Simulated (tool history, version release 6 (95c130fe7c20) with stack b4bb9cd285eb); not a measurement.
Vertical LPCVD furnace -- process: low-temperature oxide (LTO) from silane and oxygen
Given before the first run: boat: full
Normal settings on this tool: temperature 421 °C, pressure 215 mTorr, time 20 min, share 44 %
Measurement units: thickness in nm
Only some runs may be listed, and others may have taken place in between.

| run | hour | temperature | pressure | time | share | read-back reference wafer on the same gauge, thickness | thickness |
|---|---|---|---|---|---|---|---|
| 1 | 0 | 421 | 255 | 20 | 44 | 227.21 | 315.13 |
| 2 | 25.8 | 421 | 255 | 20 | 44 | 227.02 | 315.55 |
| 3 | 52.6 | 421 | 215 | 20 | 38 | 227.14 | 228.67 |
| 4 | 81.7 | 421 | 215 | 20 | 44 | 227.09 | 267.86 |
| 5 | 96.6 | 421 | 215 | 20 | 44 | 226.8 | 267.06 |
| 6 | 132.3 | 421 | 215 | 20 | 44 | 227.07 | 267.16 |
| 7 | 161.2 | 421 | 215 | 20 | 44 | 226.96 | 267.4 |
|  | 202.4 | pressure gauge zeroed |
|  | 219.3 | thermocouples replaced and temperature profile calibrated |
| 8 | 219.8 | 428 | 215 | 20 | 44 | 226.68 | 286.12 |
| 9 | 224.3 | 428 | 215 | 20 | 44 | 227.22 | 285.88 |
| 10 | 249.3 | 421 | 195 | 20 | 44 | 227.05 | 243.61 |
| 11 | 262.7 | 421 | 195 | 20 | 44 | 226.61 | 243.12 |
| 12 | 280.2 | 421 | 270 | 20 | 41 | 227.12 | 313.99 |
|  | 285.4 | gauge calibrated |
| 13 | 293.8 | 421 | 250 | 20 | 44 | 226.85 | 311.95 |
| 14 | 316.8 | 421 | 165 | 14 | 44 | 226.75 | 143.74 |
| 15 | 344.5 | 421 | 215 | 20 | 44 | 226.89 | 269.15 |
| 16 | 449.4 | 421 | 180 | 20 | 44 | 226.98 | 225.1 |
| 17 | 476.5 | 412 | 190 | 15.5 | 36 | 227.39 | 134.31 |
| 18 | 505.4 | 415 | 200 | 17.5 | 44 | 227.05 | 206.03 |
| 19 | 528.9 | 421 | 215 | 16.5 | 40 | 226.97 | 201.5 |
| 20 | 562 | 421 | 215 | 20 | 37 | 226.91 | 224.08 |
|  | 589.1 | silane flow controller replaced |
| 21 | 589.6 | 421 | 215 | 17 | 44 | 227.07 | 223.16 |
| 22 | 613.9 | 421 | 215 | 20 | 44 | 227.31 | 264.29 |
| 23 | 626 | 424 | 215 | 20 | 44 | 227.01 | 271.88 |
| 24 | 651.3 | 416 | 180 | 27 | 41 | 226.88 | 262.26 |
| 25 | 687 | 416 | 190 | 28 | 37 | 226.71 | 256.83 |
| 26 | 709.4 | 425 | 215 | 28 | 44 | 226.96 | 382.87 |
| 27 | 733.3 | 421 | 200 | 14.5 | 44 | 226.91 | 177.46 |
| 28 | 757.4 | 421 | 215 | 20 | 44 | 226.96 | 264.52 |
| 29 | 792.8 | 421 | 215 | 20 | 50 | 226.92 | 294.96 |
| 30 | 812 | 421 | 215 | 20 | 44 | 226.9 | 263.78 |

Here are 5 independent what-if runs from the current tool condition. What would each one return?
| A | 816.6 | 426 | 215 | 20 | 44 | ? | ? |
| B | 816.6 | 412 | 250 | 26 | 37 | ? | ? |
| C | 816.6 | 414 | 170 | 20 | 44 | ? | ? |
| D | 816.6 | 421 | 180 | 14.5 | 44 | ? | ? |
| E | 816.6 | 426 | 195 | 15.5 | 41 | ? | ? |

| run | read-back reference wafer on the same gauge, thickness | thickness |
|---|---|---|
| A | 227.1 | 276 |
| B | 227.1 | 297.78 |
| C | 227.1 | 193.8 |
| D | 227.1 | 159.55 |
| E | 227.1 | 180.42 |
What these runs would have given with no unlogged condition in the tool:
| run | thickness |
|---|---|
| A | 277.04 |
| B | 299.4 |
| C | 194.56 |
| D | 160.16 |
| E | 181.21 |

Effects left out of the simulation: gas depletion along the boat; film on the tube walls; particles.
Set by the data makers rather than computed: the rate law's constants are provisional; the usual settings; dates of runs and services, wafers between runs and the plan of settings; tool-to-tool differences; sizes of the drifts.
